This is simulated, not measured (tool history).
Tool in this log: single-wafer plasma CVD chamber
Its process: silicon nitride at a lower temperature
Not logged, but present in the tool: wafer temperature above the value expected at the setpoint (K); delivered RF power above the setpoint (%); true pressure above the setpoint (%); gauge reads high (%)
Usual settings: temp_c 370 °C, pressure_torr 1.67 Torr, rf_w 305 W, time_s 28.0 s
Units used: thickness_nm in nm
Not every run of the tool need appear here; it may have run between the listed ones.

run	hour	temp_c	pressure_torr	rf_w	time_s	wafers since the last listed run	hours since the last thermocouple change	hours since the last RF generator calibration	hours since the last manometer calibration	hours since the showerhead was replaced	hours since the gauge calibration	read-back reference wafer on the same gauge, thickness_nm	thickness_nm
1	0.0	370	1.67	305	28.0	0	262.6	1751.1	1394.2	6527.8	314.6	33.493	38.409
2	306.3	370	1.67	305	28.0	3374	568.9	2057.4	1700.5	6834.1	620.9	33.496	38.772
3	357.7	370	1.67	305	28.0	566	620.3	2108.8	1751.9	6885.5	672.3	33.508	38.882
4	454.1	370	1.67	335	28.0	1062	716.7	2205.2	1848.3	6981.9	768.7	33.511	39.816
5	511.7	370	1.67	335	28.0	634	774.3	2262.8	1905.9	7039.5	826.3	33.494	40.222
6	549.6	370	1.67	335	28.0	417	812.2	2300.7	1943.8	7077.4	864.2	33.525	40.425
7	629.7	370	1.67	305	28.0	882	892.3	2380.8	2023.9	7157.5	944.3	33.525	39.180
8	724.2	375	1.82	365	24.5	1041	986.8	2475.3	2118.4	7252.0	1038.8	33.492	37.576
# hour 733.4: RF generator calibrated
# hour 735.0: thermocouple changed; heater temperature recalibrated
9	796.8	370	1.67	305	25.1	695	61.8	63.4	2191.0	7324.6	1111.4	33.472	35.312
10	853.0	378	1.28	305	28.0	619	118.0	119.6	2247.2	7380.8	1167.6	33.498	33.964
11	895.0	378	1.28	305	28.0	462	160.0	161.6	2289.2	7422.8	1209.6	33.497	33.887
# hour 923.2: gauge calibrated
12	942.6	361	1.67	330	28.0	524	207.6	209.2	2336.8	7470.4	19.4	33.481	40.543
# hour 979.1: capacitance manometer re-zeroed and calibrated
# hour 997.8: showerhead replaced
13	1220.0	365	1.47	305	25.0	2880	485.0	486.6	240.9	222.2	296.8	33.491	32.003
14	1279.7	370	1.29	305	28.0	657	544.7	546.3	300.6	281.9	356.5	33.499	33.280
15	1367.5	355	1.67	305	28.0	967	632.5	634.1	388.4	369.7	444.3	33.521	38.283

4 ways to go on from here, each from the tool as it stands after run 15. What would each give?
A	1367.9	370	1.67	305	30.0	4	632.9	634.5	388.8	370.1	444.7	?	?
B	1367.9	370	1.67	285	30.2	4	632.9	634.5	388.8	370.1	444.7	?	?
C	1367.9	370	1.99	255	28.0	4	632.9	634.5	388.8	370.1	444.7	?	?
D	1367.9	375	1.36	305	28.0	4	632.9	634.5	388.8	370.1	444.7	?	?

run	read-back reference wafer on the same gauge, thickness_nm	thickness_nm
A	33.496	40.759
B	33.496	40.119
C	33.496	38.661
D	33.496	34.103
With the hidden condition removed and each run's random variation left untouched, the same runs would have given:
run	thickness_nm
A	40.460
B	39.824
C	38.394
D	33.829
